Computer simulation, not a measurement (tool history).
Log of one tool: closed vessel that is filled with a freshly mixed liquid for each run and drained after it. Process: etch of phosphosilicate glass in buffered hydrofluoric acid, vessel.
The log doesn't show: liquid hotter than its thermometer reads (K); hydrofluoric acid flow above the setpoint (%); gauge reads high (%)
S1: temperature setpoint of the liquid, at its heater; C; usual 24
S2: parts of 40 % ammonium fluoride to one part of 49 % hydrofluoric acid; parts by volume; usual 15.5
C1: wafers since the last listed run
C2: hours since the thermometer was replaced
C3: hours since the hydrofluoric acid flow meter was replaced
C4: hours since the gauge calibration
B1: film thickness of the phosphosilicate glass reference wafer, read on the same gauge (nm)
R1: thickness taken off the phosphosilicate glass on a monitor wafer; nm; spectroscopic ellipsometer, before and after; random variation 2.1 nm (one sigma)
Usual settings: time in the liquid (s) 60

Run 1, hour 0: usual settings; C1 0; C2 1769.3; C3 383.8; C4 350.8; B1 120. Result: R1 289.67 nm.
Run 2, hour 69.4: usual settings but S2 14 parts by volume; C1 8852; C2 1838.7; C3 453.2; C4 420.2; B1 119.98. Result: R1 315.62 nm.
Run 3, hour 125.7: usual settings but S2 14 parts by volume; C1 7181; C2 1895; C3 509.5; C4 476.5; B1 120. Result: R1 317.32 nm.
Run 4, hour 179.1: usual settings but S2 14 parts by volume; C1 6811; C2 1948.4; C3 562.9; C4 529.9; B1 120.01. Result: R1 320.62 nm.
Run 5, hour 209.8: usual settings but S2 11.5 parts by volume, time in the liquid (s) 70; C1 3916; C2 1979.1; C3 593.6; C4 560.6; B1 120.01. Result: R1 444.03 nm.
Run 6, hour 279: usual settings but S2 11.5 parts by volume, time in the liquid (s) 70; C1 8827; C2 2048.3; C3 662.8; C4 629.8; B1 120.01. Result: R1 450.14 nm.
Run 7, hour 325.6: usual settings; C1 5944; C2 2094.9; C3 709.4; C4 676.4; B1 120.02. Result: R1 289.67 nm.
Run 8, hour 361.3: usual settings; C1 4553; C2 2130.6; C3 745.1; C4 712.1; B1 119.97. Result: R1 294.63 nm.
Run 9, hour 390.3: usual settings but S1 21 C; C1 3699; C2 2159.6; C3 774.1; C4 741.1; B1 120.01. Result: R1 245.75 nm.
Run 10, hour 432.7: usual settings; C1 5408; C2 2202; C3 816.5; C4 783.5; B1 119.99. Result: R1 292.28 nm.
Run 11, hour 458.8: usual settings; C1 3329; C2 2228.1; C3 842.6; C4 809.6; B1 119.99. Result: R1 289.39 nm.
Run 12, hour 491.4: usual settings; C1 4158; C2 2260.7; C3 875.2; C4 842.2; B1 120. Result: R1 293.33 nm.
Run 13, hour 526.7: usual settings; C1 4502; C2 2296; C3 910.5; C4 877.5; B1 120. Result: R1 290.36 nm.
Run 14, hour 576.9: usual settings; C1 6403; C2 2346.2; C3 960.7; C4 927.7; B1 119.97. Result: R1 295.59 nm.
Run 15, hour 640.4: usual settings; C1 8099; C2 2409.7; C3 1024.2; C4 991.2; B1 119.99. Result: R1 296.8 nm.
At hour 667.5: hydrofluoric acid flow meter replaced.
Run 16, hour 701.5: usual settings; C1 7666; C2 2470.8; C3 34; C4 1052.3; B1 119.97. Result: R1 279.98 nm.
Run 17, hour 760: usual settings; C1 7462; C2 2529.3; C3 92.5; C4 1110.8; B1 119.99. Result: R1 285.39 nm.
At hour 791: thermometer replaced.
Run 18, hour 811.6: usual settings but S1 22.5 C, S2 13.5 parts by volume, time in the liquid (s) 40; C1 6454; C2 20.6; C3 144.1; C4 1162.4; B1 120.03. Result: R1 202.14 nm.
Run 19, hour 866.4: usual settings but S2 13.5 parts by volume, time in the liquid (s) 80; C1 6990; C2 75.4; C3 198.9; C4 1217.2; B1 120.02. Result: R1 435.86 nm.

Run 20 comes next. What will it give?
Run 20, hour 929.9: usual settings but S1 26.5 C, time in the liquid (s) 75; C1 8099; C2 138.9; C3 262.4; C4 1280.7; B1 ?. Result: R1 ?.

Run 20 gave B1 120, R1 414.47 nm.
Without the tool's hidden state the same run would have given R1 408.69 nm.
